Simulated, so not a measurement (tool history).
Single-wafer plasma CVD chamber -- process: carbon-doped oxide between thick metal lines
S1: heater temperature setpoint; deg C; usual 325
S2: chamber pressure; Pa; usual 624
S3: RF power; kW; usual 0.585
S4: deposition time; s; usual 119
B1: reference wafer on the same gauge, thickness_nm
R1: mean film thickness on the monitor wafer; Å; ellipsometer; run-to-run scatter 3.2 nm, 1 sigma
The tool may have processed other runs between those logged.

run	hour	S1	S2	S3	S4	B1	R1
1	0	325	624	0.585	119	852.38	6969.62
2	19.3	325	624	0.585	119	852.862	7030.56
3	37	325	624	0.585	119	852.348	6990.72
4	59.4	325	624	0.585	119	852.781	7045.89
5	161.2	325	624	0.585	119	850.838	6949.72
# hour 187.2: capacitance manometer re-zeroed and calibrated
6	187.7	330	624	0.585	135	851.454	7791.5
7	204.4	325	724	0.585	130	851.009	7755.65
8	224.5	325	624	0.555	119	852.119	6767.48
9	259.9	316	705	0.585	119	850.326	7244.25
10	293.3	325	624	0.585	119	850.74	6908.43
# hour 326.9: RF generator calibrated
11	327.4	325	689	0.475	136	852.583	7363.21
# hour 357.6: showerhead replaced
12	359.5	318	624	0.47	119	851.9	6461.23
# hour 378.1: thermocouple changed; heater temperature recalibrated
13	382.8	312	716	0.62	119	852.985	7820.22
14	399.5	331	624	0.585	119	852.403	7013.95
15	422.2	325	624	0.585	119	853.377	7074.26
16	436.8	325	715	0.585	119	852.118	7203.2
17	462.6	325	624	0.545	119	853.206	6852.43
18	491.4	335	624	0.585	142	851.63	8246.4
# hour 493.9: gauge calibrated
19	505.1	325	624	0.585	109	853.548	6474.28
20	536	325	580	0.7	134	849.844	8685.62
21	571.2	325	624	0.495	119	851.257	6542.91
22	604.7	332	547	0.7	106	852.816	6678.28
23	637.1	331	624	0.585	119	852.024	6917.85
24	653.3	331	624	0.585	119	851.543	6925.72
25	677.8	316	713	0.52	103	852.146	5989.63
26	705.6	319	624	0.585	119	852.997	7129.31
27	727.5	325	724	0.585	119	852.318	7205.12
28	750.8	317	624	0.585	119	853.172	7248.36

What was the tool's hidden state at every run in the log?
wafer temperature above the value expected at the setpoint (K): 0 on each run
true pressure above the setpoint (%): 0 on each run
gauge reads high (%): 0 on each run
H1: delivered RF power above the setpoint (%)
run	H1
1	-3.39
2	-3.5
3	-3.61
4	-3.74
5	-4.33
6	-4.48
7	-4.58
8	-4.69
9	-4.9
10	-5.09
11	-0.385
12	-0.571
13	-0.706
14	-0.802
15	-0.934
16	-1.02
17	-1.17
18	-1.33
19	-1.41
20	-1.59
21	-1.8
22	-1.99
23	-2.18
24	-2.27
25	-2.41
26	-2.57
27	-2.7
28	-2.84
